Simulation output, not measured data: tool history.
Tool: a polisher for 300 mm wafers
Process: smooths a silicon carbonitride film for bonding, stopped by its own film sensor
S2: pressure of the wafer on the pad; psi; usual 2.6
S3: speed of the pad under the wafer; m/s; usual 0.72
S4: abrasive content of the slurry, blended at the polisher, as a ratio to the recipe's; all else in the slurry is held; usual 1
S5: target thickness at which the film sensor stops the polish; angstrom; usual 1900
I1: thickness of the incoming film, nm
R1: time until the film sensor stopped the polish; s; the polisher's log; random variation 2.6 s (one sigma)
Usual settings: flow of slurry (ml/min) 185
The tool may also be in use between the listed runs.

run 1 day=0 | flow_of_slurry_(ml/min)=185 S2=2.6 S3=0.72 S4=1 S5=1900 | I1=226.8 | R1=157.7
-- day=2.625 worn pad replaced by a new one
run 2 day=4.283 | flow_of_slurry_(ml/min)=185 S2=2.6 S3=0.72 S4=1 S5=1900 | I1=229.4 | R1=175.5
-- day=6.104 slurry blender recalibrated
run 3 day=6.762 | flow_of_slurry_(ml/min)=185 S2=2.6 S3=0.72 S4=1 S5=1900 | I1=234 | R1=209.5
run 4 day=9.283 | flow_of_slurry_(ml/min)=185 S2=2.6 S3=0.72 S4=1 S5=1900 | I1=227.6 | R1=179.3
-- day=11.112 worn pad replaced by a new one
run 5 day=11.767 | flow_of_slurry_(ml/min)=185 S2=2.6 S3=0.72 S4=1 S5=1900 | I1=233.4 | R1=205.2
-- day=13.317 slurry nozzle cleaned
-- day=14.679 slurry blender recalibrated
run 6 day=14.85 | flow_of_slurry_(ml/min)=185 S2=2.6 S3=0.72 S4=1 S5=1980 | I1=229.7 | R1=143.7
run 7 day=17.846 | flow_of_slurry_(ml/min)=185 S2=2.6 S3=0.72 S4=1 S5=1980 | I1=230.4 | R1=152.1
-- day=18.767 worn pad replaced by a new one
run 8 day=20.242 | flow_of_slurry_(ml/min)=225 S2=2 S3=0.62 S4=1 S5=1980 | I1=231 | R1=223.5
run 9 day=21.775 | flow_of_slurry_(ml/min)=185 S2=2.6 S3=0.72 S4=1 S5=1960 | I1=232.4 | R1=172.2
run 10 day=23.679 | flow_of_slurry_(ml/min)=185 S2=2.6 S3=0.72 S4=1 S5=1900 | I1=231.7 | R1=206.6
-- day=24.308 slurry blender recalibrated
-- day=25.533 slurry nozzle cleaned
-- day=26.612 worn pad replaced by a new one
run 11 day=27.821 | flow_of_slurry_(ml/min)=185 S2=2.8 S3=0.72 S4=1 S5=1900 | I1=225.9 | R1=150.7
-- day=30.508 head pressure recalibrated
run 12 day=31.038 | flow_of_slurry_(ml/min)=135 S2=2.6 S3=0.72 S4=1 S5=1860 | I1=227 | R1=214.3
run 13 day=33.304 | flow_of_slurry_(ml/min)=185 S2=1.7 S3=0.9 S4=1 S5=1900 | I1=231.4 | R1=261.1
-- day=33.417 slurry blender recalibrated
-- day=34.921 worn pad replaced by a new one
run 14 day=36.967 | flow_of_slurry_(ml/min)=185 S2=2.1 S3=0.6 S4=1.3 S5=1810 | I1=229.6 | R1=301.7
-- day=37.321 slurry nozzle cleaned
run 15 day=38.471 | flow_of_slurry_(ml/min)=220 S2=2.6 S3=0.46 S4=1 S5=1900 | I1=232.5 | R1=263.8

Forecast each of these 5 alternatives for the next run:
run A day=38.492 | flow_of_slurry_(ml/min)=185 S2=2.6 S3=0.72 S4=1 S5=2000 | I1=225.1 | R1=?
run B day=38.492 | flow_of_slurry_(ml/min)=225 S2=2.6 S3=0.72 S4=0.8 S5=1970 | I1=225.1 | R1=?
run C day=38.492 | flow_of_slurry_(ml/min)=150 S2=2.6 S3=0.72 S4=1.2 S5=1850 | I1=225.1 | R1=?
run D day=38.492 | flow_of_slurry_(ml/min)=185 S2=2.6 S3=0.94 S4=1 S5=1900 | I1=225.1 | R1=?
run E day=38.492 | flow_of_slurry_(ml/min)=185 S2=2.6 S3=0.72 S4=0.8 S5=1900 | I1=225.1 | R1=?

run=A R1=111
run=B R1=135.4
run=C R1=170.2
run=D R1=125.4
run=E R1=174.7
Without the tool's hidden state the same runs would have given:
run=A R1=108.1
run=B R1=132.5
run=C R1=164.8
run=D R1=122.1
run=E R1=170.2
